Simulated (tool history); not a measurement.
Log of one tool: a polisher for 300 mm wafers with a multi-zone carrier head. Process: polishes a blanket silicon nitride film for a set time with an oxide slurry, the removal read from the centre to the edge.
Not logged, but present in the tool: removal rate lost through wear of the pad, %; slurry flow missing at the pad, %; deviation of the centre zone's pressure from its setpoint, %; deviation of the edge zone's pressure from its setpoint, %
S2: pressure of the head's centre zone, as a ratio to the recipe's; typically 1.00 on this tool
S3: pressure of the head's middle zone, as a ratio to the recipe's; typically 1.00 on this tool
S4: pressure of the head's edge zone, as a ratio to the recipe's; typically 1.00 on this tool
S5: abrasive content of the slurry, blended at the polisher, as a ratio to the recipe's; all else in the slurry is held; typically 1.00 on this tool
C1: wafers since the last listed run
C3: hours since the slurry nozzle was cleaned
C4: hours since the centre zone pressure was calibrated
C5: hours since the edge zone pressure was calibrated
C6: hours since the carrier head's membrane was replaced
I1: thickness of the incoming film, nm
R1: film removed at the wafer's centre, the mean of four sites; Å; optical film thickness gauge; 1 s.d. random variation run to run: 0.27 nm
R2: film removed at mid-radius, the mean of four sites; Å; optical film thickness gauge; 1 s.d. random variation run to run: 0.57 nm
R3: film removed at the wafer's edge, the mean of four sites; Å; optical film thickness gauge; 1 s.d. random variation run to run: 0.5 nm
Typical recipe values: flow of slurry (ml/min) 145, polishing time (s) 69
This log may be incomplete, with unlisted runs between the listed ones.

run 1 day=0.000 | flow_of_slurry_(ml/min)=145 S2=0.92 S3=1.00 S4=1.00 S5=0.70 polishing_time_(s)=54 | C1=0 wafers_polished_on_this_pad=3128 C3=231.3 C4=85.6 C5=115.2 C6=33.4 | I1=295.8 | R1=263 R2=278 R3=287
run 2 day=4.325 | flow_of_slurry_(ml/min)=145 S2=1.00 S3=0.93 S4=1.00 S5=1.00 polishing_time_(s)=69 | C1=657 wafers_polished_on_this_pad=3786 C3=335.1 C4=189.4 C5=219.0 C6=137.2 | I1=304.9 | R1=418 R2=382 R3=420
-- day=6.029 worn pad replaced by a new one
run 3 day=8.821 | flow_of_slurry_(ml/min)=145 S2=1.00 S3=1.00 S4=1.00 S5=1.00 polishing_time_(s)=69 | C1=658 wafers_polished_on_this_pad=424 C3=443.0 C4=297.3 C5=326.9 C6=245.1 | I1=293.6 | R1=438 R2=425 R3=432
run 4 day=13.033 | flow_of_slurry_(ml/min)=145 S2=1.00 S3=1.00 S4=1.00 S5=1.25 polishing_time_(s)=59 | C1=640 wafers_polished_on_this_pad=1065 C3=544.1 C4=398.4 C5=428.0 C6=346.2 | I1=300.1 | R1=396 R2=393 R3=400
run 5 day=16.792 | flow_of_slurry_(ml/min)=145 S2=0.93 S3=1.00 S4=1.00 S5=0.70 polishing_time_(s)=80 | C1=571 wafers_polished_on_this_pad=1637 C3=634.3 C4=488.6 C5=518.2 C6=436.4 | I1=299.8 | R1=404 R2=422 R3=436
run 6 day=20.912 | flow_of_slurry_(ml/min)=145 S2=1.00 S3=0.94 S4=1.00 S5=1.00 polishing_time_(s)=69 | C1=626 wafers_polished_on_this_pad=2264 C3=733.2 C4=587.5 C5=617.1 C6=535.3 | I1=298.2 | R1=425 R2=395 R3=431
run 7 day=22.979 | flow_of_slurry_(ml/min)=170 S2=1.00 S3=1.00 S4=1.00 S5=0.75 polishing_time_(s)=69 | C1=314 wafers_polished_on_this_pad=2578 C3=782.8 C4=637.1 C5=666.7 C6=584.9 | I1=297.5 | R1=390 R2=383 R3=395
-- day=23.050 slurry nozzle cleaned
run 8 day=24.525 | flow_of_slurry_(ml/min)=145 S2=1.00 S3=1.09 S4=1.04 S5=1.00 polishing_time_(s)=69 | C1=228 wafers_polished_on_this_pad=2807 C3=35.4 C4=674.2 C5=703.8 C6=622.0 | I1=296.8 | R1=418 R2=457 R3=425
-- day=24.708 centre zone pressure recalibrated
-- day=24.738 edge zone pressure recalibrated
run 9 day=28.788 | flow_of_slurry_(ml/min)=145 S2=1.00 S3=1.00 S4=1.00 S5=0.70 polishing_time_(s)=69 | C1=631 wafers_polished_on_this_pad=3438 C3=137.7 C4=97.9 C5=97.2 C6=724.3 | I1=296.8 | R1=367 R2=361 R3=367
-- day=29.858 worn pad replaced by a new one
-- day=30.817 carrier head's membrane replaced by a new one
run 10 day=31.621 | flow_of_slurry_(ml/min)=145 S2=1.00 S3=1.00 S4=1.00 S5=1.00 polishing_time_(s)=69 | C1=373 wafers_polished_on_this_pad=236 C3=205.7 C4=165.9 C5=165.2 C6=19.3 | I1=299.6 | R1=426 R2=423 R3=435
run 11 day=33.267 | flow_of_slurry_(ml/min)=145 S2=1.00 S3=1.00 S4=1.00 S5=1.00 polishing_time_(s)=69 | C1=250 wafers_polished_on_this_pad=486 C3=245.2 C4=205.4 C5=204.7 C6=58.8 | I1=305.3 | R1=428 R2=423 R3=442
run 12 day=37.462 | flow_of_slurry_(ml/min)=145 S2=1.00 S3=0.96 S4=1.04 S5=1.20 polishing_time_(s)=46 | C1=638 wafers_polished_on_this_pad=1124 C3=345.9 C4=306.1 C5=305.4 C6=159.5 | I1=298.0 | R1=301 R2=291 R3=313
run 13 day=41.417 | flow_of_slurry_(ml/min)=165 S2=1.00 S3=1.09 S4=0.93 S5=1.00 polishing_time_(s)=49 | C1=601 wafers_polished_on_this_pad=1726 C3=440.8 C4=401.0 C5=400.3 C6=254.4 | I1=302.2 | R1=311 R2=329 R3=294
run 14 day=45.629 | flow_of_slurry_(ml/min)=145 S2=1.00 S3=1.11 S4=0.93 S5=1.25 polishing_time_(s)=90 | C1=640 wafers_polished_on_this_pad=2367 C3=541.9 C4=502.1 C5=501.4 C6=355.5 | I1=301.2 | R1=591 R2=641 R3=581
-- day=47.904 centre zone pressure recalibrated
run 15 day=48.846 | flow_of_slurry_(ml/min)=145 S2=1.00 S3=1.00 S4=1.00 S5=1.00 polishing_time_(s)=80 | C1=476 wafers_polished_on_this_pad=2843 C3=619.1 C4=22.6 C5=578.6 C6=432.7 | I1=303.0 | R1=483 R2=473 R3=494
run 16 day=50.975 | flow_of_slurry_(ml/min)=145 S2=1.00 S3=1.00 S4=1.00 S5=1.25 polishing_time_(s)=69 | C1=323 wafers_polished_on_this_pad=3167 C3=670.2 C4=73.7 C5=629.7 C6=483.8 | I1=293.9 | R1=448 R2=454 R3=454
-- day=52.079 worn pad replaced by a new one
run 17 day=52.917 | flow_of_slurry_(ml/min)=145 S2=1.00 S3=1.00 S4=1.00 S5=1.00 polishing_time_(s)=69 | C1=270 wafers_polished_on_this_pad=127 C3=716.8 C4=120.3 C5=676.3 C6=530.4 | I1=303.1 | R1=436 R2=440 R3=442
-- day=53.662 edge zone pressure recalibrated
run 18 day=54.425 | flow_of_slurry_(ml/min)=145 S2=1.00 S3=1.00 S4=1.00 S5=1.00 polishing_time_(s)=69 | C1=216 wafers_polished_on_this_pad=344 C3=753.0 C4=156.5 C5=18.3 C6=566.6 | I1=295.8 | R1=438 R2=426 R3=433
run 19 day=57.388 | flow_of_slurry_(ml/min)=145 S2=1.00 S3=0.92 S4=1.00 S5=1.10 polishing_time_(s)=54 | C1=450 wafers_polished_on_this_pad=794 C3=824.1 C4=227.6 C5=89.4 C6=637.7 | I1=296.8 | R1=343 R2=322 R3=352
run 20 day=59.088 | flow_of_slurry_(ml/min)=145 S2=1.00 S3=0.91 S4=1.00 S5=1.00 polishing_time_(s)=53 | C1=258 wafers_polished_on_this_pad=1053 C3=864.9 C4=268.4 C5=130.2 C6=678.5 | I1=302.1 | R1=323 R2=303 R3=333

Predict each of these 5 candidate next runs independently; none follows another, all start after run 20:
run A day=59.104 | flow_of_slurry_(ml/min)=145 S2=1.00 S3=1.00 S4=1.00 S5=1.00 polishing_time_(s)=61 | C1=2 wafers_polished_on_this_pad=1056 C3=865.3 C4=268.8 C5=130.6 C6=678.9 | I1=301.8 | R1=? R2=? R3=?
run B day=59.104 | flow_of_slurry_(ml/min)=145 S2=1.00 S3=0.94 S4=1.00 S5=0.85 polishing_time_(s)=69 | C1=2 wafers_polished_on_this_pad=1056 C3=865.3 C4=268.8 C5=130.6 C6=678.9 | I1=301.8 | R1=? R2=? R3=?
run C day=59.104 | flow_of_slurry_(ml/min)=145 S2=1.00 S3=1.07 S4=1.00 S5=0.90 polishing_time_(s)=69 | C1=2 wafers_polished_on_this_pad=1056 C3=865.3 C4=268.8 C5=130.6 C6=678.9 | I1=301.8 | R1=? R2=? R3=?
run D day=59.104 | flow_of_slurry_(ml/min)=145 S2=1.00 S3=1.04 S4=1.00 S5=1.25 polishing_time_(s)=69 | C1=2 wafers_polished_on_this_pad=1056 C3=865.3 C4=268.8 C5=130.6 C6=678.9 | I1=301.8 | R1=? R2=? R3=?
run E day=59.104 | flow_of_slurry_(ml/min)=145 S2=1.00 S3=1.00 S4=1.00 S5=1.20 polishing_time_(s)=69 | C1=2 wafers_polished_on_this_pad=1056 C3=865.3 C4=268.8 C5=130.6 C6=678.9 | I1=301.8 | R1=? R2=? R3=?

run=A R1=381 R2=370 R3=389
run=B R1=406 R2=374 R3=414
run=C R1=415 R2=426 R3=423
run=D R1=466 R2=468 R3=475
run=E R1=459 R2=446 R3=469
With the hidden condition removed and each run's random variation left untouched, the same runs would have given:
run=A R1=392 R2=381 R3=400
run=B R1=418 R2=385 R3=427
run=C R1=427 R2=439 R3=435
run=D R1=480 R2=482 R3=489
run=E R1=473 R2=459 R3=483
